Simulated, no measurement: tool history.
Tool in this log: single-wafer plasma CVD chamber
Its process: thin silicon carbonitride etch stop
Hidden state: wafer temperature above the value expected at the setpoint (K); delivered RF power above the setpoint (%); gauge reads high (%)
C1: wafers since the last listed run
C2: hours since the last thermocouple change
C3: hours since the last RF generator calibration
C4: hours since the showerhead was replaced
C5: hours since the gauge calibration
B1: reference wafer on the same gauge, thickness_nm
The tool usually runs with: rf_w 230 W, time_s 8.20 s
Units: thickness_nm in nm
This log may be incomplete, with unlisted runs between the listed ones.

run 1 hour=0.0 | rf_w=230 time_s=7.46 | C1=0 C2=2098.9 C3=829.7 C4=2692.4 C5=453.3 | B1=5.289 | thickness_nm=4.266
run 2 hour=17.0 | rf_w=220 time_s=8.20 | C1=852 C2=2115.9 C3=846.7 C4=2709.4 C5=470.3 | B1=5.293 | thickness_nm=4.663
run 3 hour=26.2 | rf_w=205 time_s=7.76 | C1=461 C2=2125.1 C3=855.9 C4=2718.6 C5=479.5 | B1=5.296 | thickness_nm=4.330
run 4 hour=40.5 | rf_w=205 time_s=7.76 | C1=716 C2=2139.4 C3=870.2 C4=2732.9 C5=493.8 | B1=5.295 | thickness_nm=4.340
run 5 hour=56.4 | rf_w=205 time_s=7.76 | C1=796 C2=2155.3 C3=886.1 C4=2748.8 C5=509.7 | B1=5.288 | thickness_nm=4.333
run 6 hour=73.2 | rf_w=230 time_s=8.20 | C1=842 C2=2172.1 C3=902.9 C4=2765.6 C5=526.5 | B1=5.292 | thickness_nm=4.696
run 7 hour=84.1 | rf_w=230 time_s=8.20 | C1=546 C2=2183.0 C3=913.8 C4=2776.5 C5=537.4 | B1=5.292 | thickness_nm=4.709
-- hour=97.5 gauge calibrated
run 8 hour=98.4 | rf_w=230 time_s=8.20 | C1=716 C2=2197.3 C3=928.1 C4=2790.8 C5=0.9 | B1=5.292 | thickness_nm=4.694
run 9 hour=106.0 | rf_w=230 time_s=8.75 | C1=380 C2=2204.9 C3=935.7 C4=2798.4 C5=8.5 | B1=5.292 | thickness_nm=5.017
run 10 hour=114.5 | rf_w=230 time_s=8.75 | C1=426 C2=2213.4 C3=944.2 C4=2806.9 C5=17.0 | B1=5.291 | thickness_nm=5.016
-- hour=143.7 RF generator calibrated
run 11 hour=145.4 | rf_w=230 time_s=9.47 | C1=1147 C2=2244.3 C3=1.7 C4=2837.8 C5=47.9 | B1=5.293 | thickness_nm=5.532
run 12 hour=155.4 | rf_w=230 time_s=9.47 | C1=501 C2=2254.3 C3=11.7 C4=2847.8 C5=57.9 | B1=5.291 | thickness_nm=5.517
run 13 hour=166.0 | rf_w=230 time_s=9.47 | C1=531 C2=2264.9 C3=22.3 C4=2858.4 C5=68.5 | B1=5.291 | thickness_nm=5.503
run 14 hour=175.0 | rf_w=230 time_s=8.20 | C1=451 C2=2273.9 C3=31.3 C4=2867.4 C5=77.5 | B1=5.282 | thickness_nm=4.778
-- hour=184.5 thermocouple changed; heater temperature recalibrated
-- hour=189.0 showerhead replaced, of another model than before
run 15 hour=189.5 | rf_w=230 time_s=8.20 | C1=99 C2=5.0 C3=45.8 C4=0.5 C5=92.0 | B1=5.291 | thickness_nm=4.788
run 16 hour=190.6 | rf_w=230 time_s=7.21 | C1=55 C2=6.1 C3=46.9 C4=1.6 C5=93.1 | B1=5.289 | thickness_nm=4.200
run 17 hour=200.5 | rf_w=270 time_s=7.36 | C1=496 C2=16.0 C3=56.8 C4=11.5 C5=103.0 | B1=5.292 | thickness_nm=4.403
run 18 hour=216.9 | rf_w=230 time_s=7.74 | C1=822 C2=32.4 C3=73.2 C4=27.9 C5=119.4 | B1=5.290 | thickness_nm=4.504
run 19 hour=225.4 | rf_w=230 time_s=8.20 | C1=426 C2=40.9 C3=81.7 C4=36.4 C5=127.9 | B1=5.291 | thickness_nm=4.759
run 20 hour=271.1 | rf_w=210 time_s=6.95 | C1=2290 C2=86.6 C3=127.4 C4=82.1 C5=173.6 | B1=5.295 | thickness_nm=3.980
run 21 hour=282.9 | rf_w=230 time_s=9.28 | C1=591 C2=98.4 C3=139.2 C4=93.9 C5=185.4 | B1=5.288 | thickness_nm=5.404
run 22 hour=290.6 | rf_w=230 time_s=9.08 | C1=385 C2=106.1 C3=146.9 C4=101.6 C5=193.1 | B1=5.289 | thickness_nm=5.290
run 23 hour=304.3 | rf_w=275 time_s=8.20 | C1=686 C2=119.8 C3=160.6 C4=115.3 C5=206.8 | B1=5.286 | thickness_nm=4.897
run 24 hour=321.2 | rf_w=265 time_s=7.15 | C1=847 C2=136.7 C3=177.5 C4=132.2 C5=223.7 | B1=5.290 | thickness_nm=4.229
run 25 hour=337.6 | rf_w=230 time_s=8.20 | C1=822 C2=153.1 C3=193.9 C4=148.6 C5=240.1 | B1=5.288 | thickness_nm=4.769
run 26 hour=343.8 | rf_w=230 time_s=7.56 | C1=310 C2=159.3 C3=200.1 C4=154.8 C5=246.3 | B1=5.290 | thickness_nm=4.399
run 27 hour=353.7 | rf_w=270 time_s=8.20 | C1=496 C2=169.2 C3=210.0 C4=164.7 C5=256.2 | B1=5.288 | thickness_nm=4.897
run 28 hour=361.8 | rf_w=265 time_s=6.96 | C1=406 C2=177.3 C3=218.1 C4=172.8 C5=264.3 | B1=5.291 | thickness_nm=4.140
run 29 hour=377.0 | rf_w=205 time_s=6.94 | C1=761 C2=192.5 C3=233.3 C4=188.0 C5=279.5 | B1=5.287 | thickness_nm=3.970
run 30 hour=385.4 | rf_w=230 time_s=8.20 | C1=421 C2=200.9 C3=241.7 C4=196.4 C5=287.9 | B1=5.289 | thickness_nm=4.768
run 31 hour=402.5 | rf_w=200 time_s=6.81 | C1=857 C2=218.0 C3=258.8 C4=213.5 C5=305.0 | B1=5.287 | thickness_nm=3.870
run 32 hour=410.0 | rf_w=210 time_s=8.20 | C1=375 C2=225.5 C3=266.3 C4=221.0 C5=312.5 | B1=5.291 | thickness_nm=4.713
run 33 hour=419.7 | rf_w=230 time_s=7.63 | C1=486 C2=235.2 C3=276.0 C4=230.7 C5=322.2 | B1=5.295 | thickness_nm=4.430
run 34 hour=426.3 | rf_w=230 time_s=8.20 | C1=330 C2=241.8 C3=282.6 C4=237.3 C5=328.8 | B1=5.289 | thickness_nm=4.757
run 35 hour=440.9 | rf_w=230 time_s=8.20 | C1=731 C2=256.4 C3=297.2 C4=251.9 C5=343.4 | B1=5.290 | thickness_nm=4.751
run 36 hour=455.8 | rf_w=230 time_s=8.20 | C1=746 C2=271.3 C3=312.1 C4=266.8 C5=358.3 | B1=5.293 | thickness_nm=4.737

For each run, what was the tool's unlogged condition?
wafer temperature above the value expected at the setpoint (K): 0 at every run
gauge reads high (%): 0 at every run
H1: delivered RF power above the setpoint (%)
run=1 H1=-8.42
run=2 H1=-8.46
run=3 H1=-8.48
run=4 H1=-8.51
run=5 H1=-8.54
run=6 H1=-8.57
run=7 H1=-8.59
run=8 H1=-8.61
run=9 H1=-8.62
run=10 H1=-8.64
run=11 H1=-1.11
run=12 H1=-1.35
run=13 H1=-1.6
run=14 H1=-1.8
run=15 H1=-2.12
run=16 H1=-2.14
run=17 H1=-2.35
run=18 H1=-2.68
run=19 H1=-2.85
run=20 H1=-3.67
run=21 H1=-3.87
run=22 H1=-3.99
run=23 H1=-4.21
run=24 H1=-4.46
run=25 H1=-4.69
run=26 H1=-4.78
run=27 H1=-4.91
run=28 H1=-5.02
run=29 H1=-5.21
run=30 H1=-5.31
run=31 H1=-5.52
run=32 H1=-5.6
run=33 H1=-5.71
run=34 H1=-5.78
run=35 H1=-5.93
run=36 H1=-6.08
